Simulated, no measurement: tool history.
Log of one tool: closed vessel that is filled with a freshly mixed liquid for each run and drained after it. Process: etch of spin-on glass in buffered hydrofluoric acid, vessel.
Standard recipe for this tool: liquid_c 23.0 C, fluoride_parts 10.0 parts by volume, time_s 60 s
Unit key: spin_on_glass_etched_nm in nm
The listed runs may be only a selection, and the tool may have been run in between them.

| run | day | liquid_c | fluoride_parts | time_s | read-back film thickness of the spin-on glass reference wafer, read on the same gauge (nm) | spin_on_glass_etched_nm |
|---|---|---|---|---|---|---|
| 1 | 0.000 | 23.0 | 12.5 | 60 | 60.04 | 218.78 |
| 2 | 3.446 | 23.0 | 12.5 | 60 | 60.00 | 215.53 |
|  | 7.796 | thermometer replaced |
| 3 | 7.871 | 23.0 | 12.5 | 60 | 59.97 | 232.12 |
| 4 | 10.133 | 23.0 | 10.0 | 50 | 60.03 | 238.06 |
| 5 | 11.996 | 23.0 | 10.0 | 60 | 60.01 | 285.47 |
| 6 | 15.733 | 23.0 | 10.0 | 60 | 60.01 | 283.36 |
| 7 | 19.942 | 23.0 | 10.0 | 60 | 59.96 | 281.62 |
| 8 | 24.342 | 23.0 | 10.0 | 60 | 60.01 | 275.86 |
| 9 | 26.742 | 23.0 | 10.0 | 60 | 60.02 | 277.29 |
| 10 | 28.662 | 25.5 | 10.0 | 60 | 60.00 | 311.19 |
|  | 29.796 | gauge calibrated |
|  | 31.592 | thermometer replaced |
| 11 | 32.646 | 19.5 | 10.0 | 60 | 60.01 | 210.11 |
| 12 | 35.812 | 23.0 | 10.0 | 80 | 59.98 | 340.15 |
| 13 | 38.308 | 24.5 | 7.0 | 35 | 60.01 | 224.97 |
|  | 41.367 | thermometer replaced, repeated, since the last time left the tool worse |
| 14 | 42.038 | 26.0 | 9.0 | 60 | 60.01 | 361.41 |
| 15 | 46.225 | 23.0 | 10.0 | 75 | 59.98 | 354.88 |
| 16 | 48.467 | 26.0 | 8.0 | 60 | 59.99 | 403.87 |
| 17 | 52.933 | 23.0 | 10.0 | 60 | 60.00 | 278.70 |
|  | 53.967 | hydrofluoric acid flow meter replaced |
| 18 | 55.412 | 23.0 | 10.0 | 60 | 60.01 | 275.12 |
| 19 | 57.104 | 27.0 | 10.0 | 60 | 59.99 | 342.73 |
| 20 | 61.142 | 27.0 | 10.0 | 60 | 60.03 | 340.05 |
| 21 | 64.617 | 23.0 | 7.5 | 60 | 60.01 | 352.01 |
| 22 | 69.117 | 27.5 | 7.0 | 75 | 59.98 | 598.96 |
|  | 69.471 | thermometer replaced |
| 23 | 73.046 | 27.0 | 12.0 | 60 | 59.99 | 295.44 |

For some of the steps in spin_on_glass_etched_nm from one run to the next: how much would appear even if the tool had no hidden state, given the settings, what came in and random variation, and how much remains for the hidden state plus any gauge scatter that the measured result and the result without hidden state don't share?
Hidden state present: liquid colder than its thermometer reads (K); hydrofluoric acid flow above the setpoint (%); gauge reads high (%).
Run 13 -> 14: liquid_c 24.5 -> 26.0, fluoride_parts 7.0 -> 9.0, time_s 35 -> 60, thermometer replaced, repeated, since the last time left the tool worse. spin_on_glass_etched_nm +136.44 nm: hidden state +30.01, all else +106.43.
Run 21 -> 22: liquid_c 23.0 -> 27.5, fluoride_parts 7.5 -> 7.0, time_s 60 -> 75. spin_on_glass_etched_nm +246.95 nm: hidden state -21.96, all else +268.91.
Run 22 -> 23: liquid_c 27.5 -> 27.0, fluoride_parts 7.0 -> 12.0, time_s 75 -> 60, thermometer replaced. spin_on_glass_etched_nm -303.52 nm: hidden state +41.02, all else -344.54.

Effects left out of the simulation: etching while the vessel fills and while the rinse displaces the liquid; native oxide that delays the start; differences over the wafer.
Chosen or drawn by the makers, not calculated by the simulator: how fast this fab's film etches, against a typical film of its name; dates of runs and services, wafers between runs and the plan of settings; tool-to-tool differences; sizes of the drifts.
